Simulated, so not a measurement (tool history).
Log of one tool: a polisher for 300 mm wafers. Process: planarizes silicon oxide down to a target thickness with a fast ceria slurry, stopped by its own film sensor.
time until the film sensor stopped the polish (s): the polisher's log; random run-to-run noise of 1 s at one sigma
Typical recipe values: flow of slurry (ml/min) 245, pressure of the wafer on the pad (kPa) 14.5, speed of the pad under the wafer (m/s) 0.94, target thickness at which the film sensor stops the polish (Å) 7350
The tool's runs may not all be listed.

| run | day | flow of slurry (ml/min) | pressure of the wafer on the pad (kPa) | speed of the pad under the wafer (m/s) | target thickness at which the film sensor stops the polish (Å) | incoming thickness of the incoming film, nm | time until the film sensor stopped the polish (s) |
|---|---|---|---|---|---|---|---|
| 1 | 0.000 | 245 | 14.5 | 0.94 | 4550 | 1974.7 | 110.9 |
| 2 | 0.996 | 245 | 14.5 | 0.94 | 4550 | 1981.9 | 112.1 |
| 3 | 1.812 | 245 | 14.5 | 0.94 | 4550 | 1952.6 | 111.5 |
|  | 2.650 | worn pad replaced by a new one |
| 4 | 2.954 | 245 | 14.5 | 0.70 | 7350 | 1988.1 | 110.8 |
| 5 | 4.288 | 245 | 14.5 | 0.70 | 7350 | 1960.2 | 111.0 |
| 6 | 4.867 | 245 | 14.5 | 0.70 | 7350 | 1991.8 | 113.7 |
| 7 | 6.296 | 245 | 14.5 | 0.94 | 7350 | 1995.0 | 93.9 |
|  | 6.817 | worn pad replaced by a new one |
|  | 6.875 | head pressure recalibrated |
| 8 | 7.596 | 245 | 14.5 | 0.94 | 7350 | 1983.1 | 93.6 |
|  | 7.996 | slurry nozzle cleaned |
| 9 | 8.771 | 245 | 14.5 | 0.94 | 7350 | 1962.4 | 92.5 |
| 10 | 9.917 | 245 | 14.5 | 0.94 | 7350 | 2009.2 | 96.0 |
| 11 | 10.862 | 245 | 14.5 | 0.94 | 7350 | 1994.0 | 92.0 |
| 12 | 11.596 | 295 | 12.4 | 0.94 | 11360 | 2002.6 | 74.6 |
|  | 12.233 | worn pad replaced by a new one |
| 13 | 12.767 | 170 | 10.3 | 1.12 | 3370 | 2009.6 | 162.2 |
| 14 | 13.575 | 290 | 11.0 | 0.84 | 3400 | 1987.9 | 171.0 |
| 15 | 14.588 | 320 | 16.5 | 1.14 | 3220 | 1984.5 | 92.0 |
| 16 | 16.029 | 245 | 14.5 | 0.94 | 4550 | 1980.5 | 112.8 |
| 17 | 16.533 | 245 | 14.5 | 0.94 | 7350 | 2001.5 | 93.5 |
|  | 16.858 | worn pad replaced by a new one |
| 18 | 17.817 | 245 | 14.5 | 0.94 | 7350 | 1972.4 | 90.8 |
| 19 | 19.104 | 320 | 17.2 | 0.84 | 7350 | 1961.1 | 79.4 |
| 20 | 20.317 | 245 | 14.5 | 0.80 | 11100 | 1996.9 | 75.0 |
| 21 | 21.246 | 245 | 14.5 | 0.94 | 7350 | 1970.4 | 92.1 |

Predict the results of run 22:
|  | 21.554 | worn pad replaced by a new one |
| 22 | 22.133 | 245 | 15.9 | 0.94 | 10650 | 1995.7 | ? |

{"run 22": {"time until the film sensor stopped the polish (s)": 63.0}}
With the hidden condition absent and the run-to-run variation left alone, this run would have shown time until the film sensor stopped the polish (s) 63.0.

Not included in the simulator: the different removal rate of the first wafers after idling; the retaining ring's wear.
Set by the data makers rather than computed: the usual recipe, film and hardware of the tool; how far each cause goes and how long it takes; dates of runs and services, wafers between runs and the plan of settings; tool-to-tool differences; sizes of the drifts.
